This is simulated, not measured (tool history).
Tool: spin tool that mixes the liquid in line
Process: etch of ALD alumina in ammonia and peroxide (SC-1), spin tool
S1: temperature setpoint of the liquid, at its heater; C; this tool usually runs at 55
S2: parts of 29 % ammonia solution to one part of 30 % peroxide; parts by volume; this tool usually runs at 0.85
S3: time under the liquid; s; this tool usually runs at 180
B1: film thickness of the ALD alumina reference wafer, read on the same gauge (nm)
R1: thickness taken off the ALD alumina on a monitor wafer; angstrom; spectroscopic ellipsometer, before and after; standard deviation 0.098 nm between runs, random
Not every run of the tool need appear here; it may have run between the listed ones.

run    hour    S1    S2   S3     B1     R1
  1       0    55  0.95  180  79.98   99.7
  2    53.5    55   1.1  180     80  100.8
  3    97.3    55   1.1  180     80  101.8
  4   185.5    55   1.1  180  79.99  103.2
  5   248.3    55  0.85  180  79.98     98
  6   344.4    55  0.85  180  79.99   98.4
  7   418.3    55  0.85  180  80.01   99.3
  8   488.8    55  0.85  180  79.99   98.7
  9   577.9    55  0.85  180     80   98.7
 10   680.8    55  0.55  180     80   94.7
 11   774.4  59.5  0.55  235     80  158.4
 12     847    49   0.6  220     80     85
 13   915.4    55   1.1  115     80   65.1
 14  1011.4  60.5  0.55  245     80  172.5
 15  1048.8    55   0.6  125  80.01     66
 16  1352.4    48     1  130  80.03     50
 17  1602.6    55  0.85   90  79.98   49.9
 18    1639    55  0.85  180  80.01   98.8
 19  1726.6    55  0.85  180  80.02   99.1
 20  1799.7    55   0.7  180  80.01   95.4
 21  1919.2    48  0.55  275     80  100.7
 22    1978    55  0.85  180     80     99
 23  2036.1    55  0.85  180  79.99   97.2
 24    2343    55  0.85  180  79.99   98.1

Removed from this log: 8 entries logged between the listed runs. Between which two listed runs does each belong, and how does the tool's hidden state at the listed run before it compare with that at the listed run after it?
Between runs 7 and 8: new drum of ammonia solution connected (hour 434.6)
  both runs share identical hidden conditions
Between runs 8 and 9: ammonia flow meter replaced (hour 512.2)
  both runs share identical hidden conditions
Between runs 9 and 10: thermometer replaced (hour 670.8)
  both runs share identical hidden conditions
Between runs 12 and 13: heated supply line repaired (hour 867.4)
  both runs share identical hidden conditions
Between runs 15 and 16: gauge calibrated (hour 1263.5); new drum of ammonia solution connected (hour 1273.8)
  both runs share identical hidden conditions
Between runs 16 and 17: ammonia flow meter replaced (hour 1532.7)
  both runs share identical hidden conditions
Between runs 23 and 24: new drum of ammonia solution connected (hour 2124.9)
  both runs share identical hidden conditions
